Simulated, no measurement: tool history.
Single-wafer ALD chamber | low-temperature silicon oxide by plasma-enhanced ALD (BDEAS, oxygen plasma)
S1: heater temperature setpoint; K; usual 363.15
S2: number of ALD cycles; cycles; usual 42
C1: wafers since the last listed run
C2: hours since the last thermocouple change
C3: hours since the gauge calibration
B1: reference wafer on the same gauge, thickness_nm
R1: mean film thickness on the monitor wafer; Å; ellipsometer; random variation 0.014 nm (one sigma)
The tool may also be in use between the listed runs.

run 1 day=0.000 | S1=358.15 S2=36 | C1=0 C2=1646.3 C3=214.0 | B1=6.670 | R1=50.74
run 2 day=0.392 | S1=358.15 S2=36 | C1=74 C2=1655.7 C3=223.4 | B1=6.676 | R1=50.59
-- day=0.617 gauge calibrated
run 3 day=1.092 | S1=363.15 S2=42 | C1=132 C2=1672.5 C3=11.4 | B1=6.632 | R1=57.60
run 4 day=1.542 | S1=363.15 S2=42 | C1=85 C2=1683.3 C3=22.2 | B1=6.636 | R1=57.65
run 5 day=2.254 | S1=369.15 S2=42 | C1=134 C2=1700.4 C3=39.3 | B1=6.628 | R1=56.01
run 6 day=2.675 | S1=369.15 S2=42 | C1=79 C2=1710.5 C3=49.4 | B1=6.639 | R1=56.19
run 7 day=3.208 | S1=369.15 S2=42 | C1=100 C2=1723.3 C3=62.2 | B1=6.633 | R1=56.28
run 8 day=3.779 | S1=373.15 S2=42 | C1=107 C2=1737.0 C3=75.9 | B1=6.642 | R1=55.67
run 9 day=4.221 | S1=373.15 S2=42 | C1=83 C2=1747.6 C3=86.5 | B1=6.644 | R1=55.37
run 10 day=4.546 | S1=373.15 S2=42 | C1=61 C2=1755.4 C3=94.3 | B1=6.643 | R1=55.60
run 11 day=4.804 | S1=367.15 S2=45 | C1=48 C2=1761.6 C3=100.5 | B1=6.645 | R1=60.83
run 12 day=5.208 | S1=363.15 S2=42 | C1=76 C2=1771.3 C3=110.2 | B1=6.641 | R1=57.52
run 13 day=5.567 | S1=363.15 S2=38 | C1=67 C2=1779.9 C3=118.8 | B1=6.641 | R1=52.12
run 14 day=5.954 | S1=363.15 S2=38 | C1=73 C2=1789.2 C3=128.1 | B1=6.654 | R1=52.05
run 15 day=6.467 | S1=375.15 S2=42 | C1=96 C2=1801.5 C3=140.4 | B1=6.650 | R1=55.25
run 16 day=7.108 | S1=375.15 S2=42 | C1=121 C2=1816.9 C3=155.8 | B1=6.662 | R1=55.34
run 17 day=7.754 | S1=371.15 S2=37 | C1=122 C2=1832.4 C3=171.3 | B1=6.664 | R1=49.49
-- day=8.621 thermocouple changed; heater temperature recalibrated
run 18 day=8.642 | S1=353.15 S2=36 | C1=104 C2=0.5 C3=192.6 | B1=6.668 | R1=51.54
run 19 day=10.304 | S1=354.15 S2=48 | C1=314 C2=40.4 C3=232.5 | B1=6.688 | R1=68.91
run 20 day=10.796 | S1=374.15 S2=42 | C1=93 C2=52.2 C3=244.3 | B1=6.700 | R1=55.66
run 21 day=11.238 | S1=363.15 S2=42 | C1=83 C2=62.8 C3=254.9 | B1=6.703 | R1=58.13
-- day=11.925 gauge calibrated
run 22 day=11.929 | S1=363.15 S2=38 | C1=130 C2=79.4 C3=0.1 | B1=6.635 | R1=52.12
run 23 day=12.550 | S1=354.15 S2=47 | C1=117 C2=94.3 C3=15.0 | B1=6.633 | R1=66.66
run 24 day=13.296 | S1=363.15 S2=42 | C1=141 C2=112.2 C3=32.9 | B1=6.637 | R1=57.40
run 25 day=13.571 | S1=354.15 S2=36 | C1=52 C2=118.8 C3=39.5 | B1=6.639 | R1=51.05
run 26 day=14.146 | S1=372.15 S2=40 | C1=108 C2=132.6 C3=53.3 | B1=6.636 | R1=53.08
run 27 day=14.488 | S1=354.15 S2=46 | C1=64 C2=140.8 C3=61.5 | B1=6.636 | R1=65.36
run 28 day=14.846 | S1=355.15 S2=45 | C1=67 C2=149.4 C3=70.1 | B1=6.640 | R1=63.66
run 29 day=15.367 | S1=363.15 S2=40 | C1=98 C2=161.9 C3=82.6 | B1=6.650 | R1=54.87
run 30 day=15.683 | S1=357.15 S2=44 | C1=59 C2=169.5 C3=90.2 | B1=6.645 | R1=61.77
run 31 day=17.546 | S1=363.15 S2=42 | C1=352 C2=214.2 C3=134.9 | B1=6.656 | R1=57.73
run 32 day=17.842 | S1=357.15 S2=45 | C1=55 C2=221.3 C3=142.0 | B1=6.656 | R1=63.44

5 ways to go on from here, each from the tool as it stands after run 32. What would each give?
run A day=17.862 | S1=363.15 S2=42 | C1=3 C2=221.8 C3=142.5 | B1=? | R1=?
run B day=17.862 | S1=375.15 S2=48 | C1=3 C2=221.8 C3=142.5 | B1=? | R1=?
run C day=17.862 | S1=376.15 S2=37 | C1=3 C2=221.8 C3=142.5 | B1=? | R1=?
run D day=17.862 | S1=371.15 S2=47 | C1=3 C2=221.8 C3=142.5 | B1=? | R1=?
run E day=17.862 | S1=363.15 S2=46 | C1=3 C2=221.8 C3=142.5 | B1=? | R1=?

run=A B1=6.657 R1=57.63
run=B B1=6.657 R1=63.14
run=C B1=6.657 R1=48.57
run=D B1=6.657 R1=62.44
run=E B1=6.657 R1=63.12
Without the tool's hidden state the same runs would have given:
run=A R1=57.40
run=B R1=62.89
run=C R1=48.38
run=D R1=62.19
run=E R1=62.86
